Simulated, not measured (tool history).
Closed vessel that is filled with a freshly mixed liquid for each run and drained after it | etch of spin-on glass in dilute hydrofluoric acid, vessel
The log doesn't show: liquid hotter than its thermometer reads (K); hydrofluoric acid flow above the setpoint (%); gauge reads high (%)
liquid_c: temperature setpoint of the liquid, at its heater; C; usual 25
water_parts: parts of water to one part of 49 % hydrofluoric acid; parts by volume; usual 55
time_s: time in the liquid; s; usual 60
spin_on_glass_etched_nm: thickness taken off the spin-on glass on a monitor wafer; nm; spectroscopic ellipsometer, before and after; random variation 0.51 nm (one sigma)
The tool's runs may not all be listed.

run	hour	liquid_c	water_parts	time_s	wafers since the last listed run	hours since the thermometer was replaced	hours since the hydrofluoric acid flow meter was replaced	hours since the gauge calibration	read-back film thickness of the spin-on glass reference wafer, read on the same gauge (nm)	spin_on_glass_etched_nm
1	0	25	55	60	0	1326.8	1465.5	1465	70.02	59.46
2	72.3	25	55	60	10418	1399.1	1537.8	1537.3	70	60.18
3	111.2	25	55	60	5605	1438	1576.7	1576.2	70.01	60.21
# hour 133: hydrofluoric acid flow meter replaced
4	212.2	25	55	60	14410	1539	79.2	1677.2	70	54.3
5	280.7	29	55	60	9871	1607.5	147.7	1745.7	69.99	65.16
6	350.5	29	55	60	10058	1677.3	217.5	1815.5	70	65.22
7	443.6	29	55	60	13416	1770.4	310.6	1908.6	69.99	65.41
8	537.9	22.5	55	60	13589	1864.7	404.9	2002.9	69.99	50.19
9	577.6	22.5	55	60	5720	1904.4	444.6	2042.6	70.01	50.79
10	619.3	25	55	60	6009	1946.1	486.3	2084.3	69.99	56.08
11	686.4	25	55	60	9669	2013.2	553.4	2151.4	70	56.06
# hour 700.9: thermometer replaced
12	723.4	25	55	60	5187	22.5	590.4	2188.4	70.01	56.96
13	764.9	25	55	60	5980	64	631.9	2229.9	70.01	56.79
14	809.4	25	55	60	6412	108.5	676.4	2274.4	70.01	56.68
15	900.7	25	55	60	13156	199.8	767.7	2365.7	70.01	57.54
# hour 985.5: gauge calibrated
16	999.3	25	55	60	14208	298.4	866.3	13.8	70	57.08
17	1077.3	28.5	75	75	11240	376.4	944.3	91.8	70	58.13
18	1172.9	28.5	70	60	13776	472	1039.9	187.4	70	50.39
19	1257.9	28	55	45	12248	557	1124.9	272.4	70	49.07
20	1363.6	25	80	60	15231	662.7	1230.6	378.1	70.02	39.34
21	1468	25	70	60	15044	767.1	1335	482.5	69.99	45.22
22	1511.4	27	45	70	6254	810.5	1378.4	525.9	70	91.73
23	1578.1	25	45	60	9611	877.2	1445.1	592.6	70	71.88
24	1660.7	25	55	60	11903	959.8	1527.7	675.2	70	58.35
25	1731.3	25	55	90	10173	1030.4	1598.3	745.8	69.99	89.16
# hour 1773.9: hydrofluoric acid flow meter replaced
26	1801.4	25	35	60	9957	1100.5	27.5	815.9	69.99	87.89
27	1850.6	21.5	80	60	7089	1149.7	76.7	865.1	70.01	32.77
28	1912.6	25	55	60	8934	1211.7	138.7	927.1	70.01	55.51
29	1999	25	55	60	12450	1298.1	225.1	1013.5	70	54.58
30	2093	25	55	60	13545	1392.1	319.1	1107.5	70	56.92
31	2180.7	25	55	60	12637	1479.8	406.8	1195.2	69.99	56.29
32	2261.7	25	55	60	11672	1560.8	487.8	1276.2	69.99	55.71
33	2316.2	26.5	75	85	7853	1615.3	542.3	1330.7	70	61.41
34	2368.7	25	55	60	7565	1667.8	594.8	1383.2	69.99	56.92

What the log doesn't show, run by run:
liquid hotter than its thermometer reads (K): 0 in every run
gauge reads high (%): 0 in every run
H1: hydrofluoric acid flow above the setpoint (%)
run	H1
1	7.91
2	8.22
3	8.39
4	0.736
5	1.04
6	1.34
7	1.75
8	2.16
9	2.34
10	2.52
11	2.82
12	2.98
13	3.16
14	3.36
15	3.76
16	4.19
17	4.53
18	4.95
19	5.32
20	5.79
21	6.24
22	6.43
23	6.73
24	7.09
25	7.4
26	0.964
27	1.18
28	1.45
29	1.83
30	2.24
31	2.63
32	2.98
33	3.22
34	3.45
